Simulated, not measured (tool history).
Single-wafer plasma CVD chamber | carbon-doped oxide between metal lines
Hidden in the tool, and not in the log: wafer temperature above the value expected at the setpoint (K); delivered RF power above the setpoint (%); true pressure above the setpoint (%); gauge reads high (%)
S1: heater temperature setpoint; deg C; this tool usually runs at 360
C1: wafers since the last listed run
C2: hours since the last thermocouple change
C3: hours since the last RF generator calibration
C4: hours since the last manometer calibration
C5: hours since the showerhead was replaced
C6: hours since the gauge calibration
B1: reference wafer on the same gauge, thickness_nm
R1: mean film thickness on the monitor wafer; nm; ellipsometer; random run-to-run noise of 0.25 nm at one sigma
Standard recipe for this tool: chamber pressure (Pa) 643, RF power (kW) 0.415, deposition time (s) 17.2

run 1 hour=0.0 | S1=360 chamber_pressure_(Pa)=643 RF_power_(kW)=0.415 deposition_time_(s)=18.8 | C1=0 C2=1361.2 C3=960.6 C4=2113.7 C5=4390.2 C6=636.8 | B1=80.350 | R1=77.108
run 2 hour=52.7 | S1=360 chamber_pressure_(Pa)=643 RF_power_(kW)=0.415 deposition_time_(s)=18.8 | C1=2048 C2=1413.9 C3=1013.3 C4=2166.4 C5=4442.9 C6=689.5 | B1=80.362 | R1=77.319
run 3 hour=79.9 | S1=360 chamber_pressure_(Pa)=643 RF_power_(kW)=0.415 deposition_time_(s)=18.8 | C1=1057 C2=1441.1 C3=1040.5 C4=2193.6 C5=4470.1 C6=716.7 | B1=80.277 | R1=76.835
run 4 hour=137.8 | S1=360 chamber_pressure_(Pa)=643 RF_power_(kW)=0.415 deposition_time_(s)=17.2 | C1=2250 C2=1499.0 C3=1098.4 C4=2251.5 C5=4528.0 C6=774.6 | B1=80.276 | R1=70.485
-- hour=143.7 gauge calibrated
run 5 hour=291.1 | S1=360 chamber_pressure_(Pa)=643 RF_power_(kW)=0.415 deposition_time_(s)=17.2 | C1=5959 C2=1652.3 C3=1251.7 C4=2404.8 C5=4681.3 C6=147.4 | B1=82.057 | R1=72.224
run 6 hour=318.8 | S1=360 chamber_pressure_(Pa)=643 RF_power_(kW)=0.415 deposition_time_(s)=17.2 | C1=1076 C2=1680.0 C3=1279.4 C4=2432.5 C5=4709.0 C6=175.1 | B1=81.954 | R1=72.044
run 7 hour=396.2 | S1=360 chamber_pressure_(Pa)=643 RF_power_(kW)=0.415 deposition_time_(s)=17.2 | C1=3008 C2=1757.4 C3=1356.8 C4=2509.9 C5=4786.4 C6=252.5 | B1=81.550 | R1=71.342
run 8 hour=441.1 | S1=363 chamber_pressure_(Pa)=643 RF_power_(kW)=0.445 deposition_time_(s)=17.2 | C1=1745 C2=1802.3 C3=1401.7 C4=2554.8 C5=4831.3 C6=297.4 | B1=81.299 | R1=75.335
run 9 hour=499.9 | S1=360 chamber_pressure_(Pa)=643 RF_power_(kW)=0.385 deposition_time_(s)=17.2 | C1=2285 C2=1861.1 C3=1460.5 C4=2613.6 C5=4890.1 C6=356.2 | B1=81.093 | R1=66.768
run 10 hour=563.1 | S1=360 chamber_pressure_(Pa)=643 RF_power_(kW)=0.385 deposition_time_(s)=17.2 | C1=2456 C2=1924.3 C3=1523.7 C4=2676.8 C5=4953.3 C6=419.4 | B1=80.966 | R1=66.491
run 11 hour=624.9 | S1=360 chamber_pressure_(Pa)=643 RF_power_(kW)=0.415 deposition_time_(s)=17.2 | C1=2402 C2=1986.1 C3=1585.5 C4=2738.6 C5=5015.1 C6=481.2 | B1=80.795 | R1=70.531
-- hour=643.7 showerhead replaced
run 12 hour=676.7 | S1=360 chamber_pressure_(Pa)=643 RF_power_(kW)=0.415 deposition_time_(s)=17.2 | C1=1702 C2=2037.9 C3=1637.3 C4=2790.4 C5=33.0 C6=533.0 | B1=80.736 | R1=70.300
-- hour=684.8 capacitance manometer re-zeroed and calibrated
-- hour=703.0 thermocouple changed; heater temperature recalibrated
run 13 hour=708.5 | S1=368 chamber_pressure_(Pa)=643 RF_power_(kW)=0.415 deposition_time_(s)=17.2 | C1=614 C2=5.5 C3=1669.1 C4=23.7 C5=64.8 C6=564.8 | B1=80.803 | R1=69.701
run 14 hour=733.4 | S1=360 chamber_pressure_(Pa)=643 RF_power_(kW)=0.380 deposition_time_(s)=17.2 | C1=967 C2=30.4 C3=1694.0 C4=48.6 C5=89.7 C6=589.7 | B1=80.751 | R1=65.453
run 15 hour=874.9 | S1=360 chamber_pressure_(Pa)=643 RF_power_(kW)=0.415 deposition_time_(s)=17.2 | C1=5500 C2=171.9 C3=1835.5 C4=190.1 C5=231.2 C6=731.2 | B1=80.484 | R1=70.674
run 16 hour=919.1 | S1=360 chamber_pressure_(Pa)=643 RF_power_(kW)=0.415 deposition_time_(s)=17.2 | C1=1718 C2=216.1 C3=1879.7 C4=234.3 C5=275.4 C6=775.4 | B1=80.448 | R1=70.780
run 17 hour=944.3 | S1=369 chamber_pressure_(Pa)=495 RF_power_(kW)=0.415 deposition_time_(s)=15.2 | C1=979 C2=241.3 C3=1904.9 C4=259.5 C5=300.6 C6=800.6 | B1=80.556 | R1=58.654
run 18 hour=983.7 | S1=360 chamber_pressure_(Pa)=528 RF_power_(kW)=0.415 deposition_time_(s)=17.2 | C1=1531 C2=280.7 C3=1944.3 C4=298.9 C5=340.0 C6=840.0 | B1=80.483 | R1=68.015
-- hour=1017.0 gauge calibrated
-- hour=1025.5 RF generator calibrated
run 19 hour=1049.4 | S1=360 chamber_pressure_(Pa)=643 RF_power_(kW)=0.415 deposition_time_(s)=17.2 | C1=2242 C2=346.4 C3=23.9 C4=364.6 C5=405.7 C6=32.4 | B1=83.712 | R1=73.441
run 20 hour=1082.7 | S1=360 chamber_pressure_(Pa)=727 RF_power_(kW)=0.350 deposition_time_(s)=17.2 | C1=1294 C2=379.7 C3=57.2 C4=397.9 C5=439.0 C6=65.7 | B1=83.351 | R1=64.123
run 21 hour=1109.7 | S1=347 chamber_pressure_(Pa)=568 RF_power_(kW)=0.360 deposition_time_(s)=15.0 | C1=1049 C2=406.7 C3=84.2 C4=424.9 C5=466.0 C6=92.7 | B1=83.116 | R1=56.306
run 22 hour=1149.0 | S1=360 chamber_pressure_(Pa)=643 RF_power_(kW)=0.415 deposition_time_(s)=17.2 | C1=1527 C2=446.0 C3=123.5 C4=464.2 C5=505.3 C6=132.0 | B1=82.860 | R1=72.682
run 23 hour=1191.8 | S1=360 chamber_pressure_(Pa)=643 RF_power_(kW)=0.415 deposition_time_(s)=20.5 | C1=1663 C2=488.8 C3=166.3 C4=507.0 C5=548.1 C6=174.8 | B1=82.548 | R1=86.086
run 24 hour=1247.8 | S1=360 chamber_pressure_(Pa)=772 RF_power_(kW)=0.450 deposition_time_(s)=16.0 | C1=2176 C2=544.8 C3=222.3 C4=563.0 C5=604.1 C6=230.8 | B1=82.431 | R1=73.878
run 25 hour=1295.5 | S1=360 chamber_pressure_(Pa)=784 RF_power_(kW)=0.360 deposition_time_(s)=17.2 | C1=1854 C2=592.5 C3=270.0 C4=610.7 C5=651.8 C6=278.5 | B1=82.185 | R1=65.440

How the hidden state differs across the entries between the runs, from the last listed run before each to the first after it:
Runs 4 to 5: gauge calibrated (hour 143.7)
  gauge reads high (%): -4 -> -1.84
  measured less the result without the state, R1: -2.938 -> -1.355 nm
Runs 11 to 12: showerhead replaced (hour 643.7)
  gauge reads high (%): -3.29 -> -3.4
  measured less the result without the state, R1: -2.399 -> -2.472 nm
Runs 12 to 13: capacitance manometer re-zeroed and calibrated (hour 684.8); thermocouple changed; heater temperature recalibrated (hour 703.0)
  gauge reads high (%): -3.4 -> -3.45
  measured less the result without the state, R1: -2.472 -> -2.493 nm
Runs 18 to 19: gauge calibrated (hour 1017.0); RF generator calibrated (hour 1025.5)
  gauge reads high (%): -3.74 -> 0.06
  measured less the result without the state, R1: -2.646 -> +0.044 nm
